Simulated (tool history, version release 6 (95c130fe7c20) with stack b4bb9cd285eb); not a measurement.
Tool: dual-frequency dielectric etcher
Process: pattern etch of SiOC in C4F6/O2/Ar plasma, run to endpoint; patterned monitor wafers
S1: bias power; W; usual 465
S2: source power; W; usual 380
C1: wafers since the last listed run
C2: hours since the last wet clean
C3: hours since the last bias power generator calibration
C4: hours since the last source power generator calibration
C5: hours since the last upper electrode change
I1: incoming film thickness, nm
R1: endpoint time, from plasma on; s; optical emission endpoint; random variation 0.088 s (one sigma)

run 1 hour=0 | S1=526 S2=380 | C1=0 C2=377.1 C3=1762.4 C4=3432.2 C5=4755.4 | I1=40.58 | R1=15.7
run 2 hour=8.4 | S1=526 S2=380 | C1=96 C2=385.5 C3=1770.8 C4=3440.6 C5=4763.8 | I1=40.72 | R1=15.8
run 3 hour=21.3 | S1=526 S2=380 | C1=148 C2=398.4 C3=1783.7 C4=3453.5 C5=4776.7 | I1=40.41 | R1=15.9
run 4 hour=33.1 | S1=511 S2=380 | C1=135 C2=410.2 C3=1795.5 C4=3465.3 C5=4788.5 | I1=40.77 | R1=16.1
run 5 hour=44.3 | S1=511 S2=380 | C1=128 C2=421.4 C3=1806.7 C4=3476.5 C5=4799.7 | I1=41.03 | R1=16.2
run 6 hour=59.3 | S1=465 S2=380 | C1=172 C2=436.4 C3=1821.7 C4=3491.5 C5=4814.7 | I1=40.92 | R1=16.6
run 7 hour=75.5 | S1=465 S2=380 | C1=186 C2=452.6 C3=1837.9 C4=3507.7 C5=4830.9 | I1=41.04 | R1=16.7
run 8 hour=90.6 | S1=407 S2=380 | C1=173 C2=467.7 C3=1853 C4=3522.8 C5=4846 | I1=40.47 | R1=17
run 9 hour=101.2 | S1=465 S2=400 | C1=121 C2=478.3 C3=1863.6 C4=3533.4 C5=4856.6 | I1=41.25 | R1=16.6
run 10 hour=115 | S1=465 S2=400 | C1=158 C2=492.1 C3=1877.4 C4=3547.2 C5=4870.4 | I1=40.65 | R1=16.5
-- hour=145.7 bias power generator calibrated
-- hour=150.1 wet clean of the chamber
run 11 hour=150.6 | S1=465 S2=380 | C1=312 C2=0.5 C3=4.9 C4=3582.8 C5=4906 | I1=40.23 | R1=15.6
run 12 hour=150.9 | S1=381 S2=410 | C1=3 C2=0.8 C3=5.2 C4=3583.1 C5=4906.3 | I1=40.74 | R1=16.3
run 13 hour=161.4 | S1=465 S2=380 | C1=120 C2=11.3 C3=15.7 C4=3593.6 C5=4916.8 | I1=40.88 | R1=15.8
run 14 hour=168.9 | S1=424 S2=410 | C1=86 C2=18.8 C3=23.2 C4=3601.1 C5=4924.3 | I1=41.13 | R1=15.8
run 15 hour=185.3 | S1=406 S2=340 | C1=188 C2=35.2 C3=39.6 C4=3617.5 C5=4940.7 | I1=41.08 | R1=17.3
-- hour=207.3 source power generator calibrated
-- hour=211.8 upper electrode replaced
run 16 hour=212.3 | S1=394 S2=480 | C1=213 C2=62.2 C3=66.6 C4=5 C5=0.5 | I1=40.86 | R1=15.3
run 17 hour=214.8 | S1=465 S2=450 | C1=28 C2=64.7 C3=69.1 C4=7.5 C5=3 | I1=40.68 | R1=15
run 18 hour=221.6 | S1=387 S2=310 | C1=78 C2=71.5 C3=75.9 C4=14.3 C5=9.8 | I1=41.15 | R1=18
run 19 hour=233.6 | S1=465 S2=380 | C1=137 C2=83.5 C3=87.9 C4=26.3 C5=21.8 | I1=40.86 | R1=15.9
run 20 hour=251.1 | S1=567 S2=320 | C1=201 C2=101 C3=105.4 C4=43.8 C5=39.3 | I1=40.92 | R1=15.9
run 21 hour=262.2 | S1=427 S2=340 | C1=127 C2=112.1 C3=116.5 C4=54.9 C5=50.4 | I1=40.79 | R1=17
run 22 hour=272 | S1=465 S2=380 | C1=112 C2=121.9 C3=126.3 C4=64.7 C5=60.2 | I1=40.74 | R1=15.9

4 ways to go on from here, each from the tool as it stands after run 22. What would each give?
run A hour=272.4 | S1=465 S2=380 | C1=4 C2=122.3 C3=126.7 C4=65.1 C5=60.6 | I1=41.09 | R1=?
run B hour=272.4 | S1=425 S2=350 | C1=4 C2=122.3 C3=126.7 C4=65.1 C5=60.6 | I1=41.09 | R1=?
run C hour=272.4 | S1=504 S2=300 | C1=4 C2=122.3 C3=126.7 C4=65.1 C5=60.6 | I1=41.09 | R1=?
run D hour=272.4 | S1=509 S2=460 | C1=4 C2=122.3 C3=126.7 C4=65.1 C5=60.6 | I1=41.09 | R1=?

run=A R1=16
run=B R1=16.9
run=C R1=16.9
run=D R1=14.7
Without the tool's hidden state the same runs would have given:
run=A R1=15.8
run=B R1=16.6
run=C R1=16.7
run=D R1=14.5
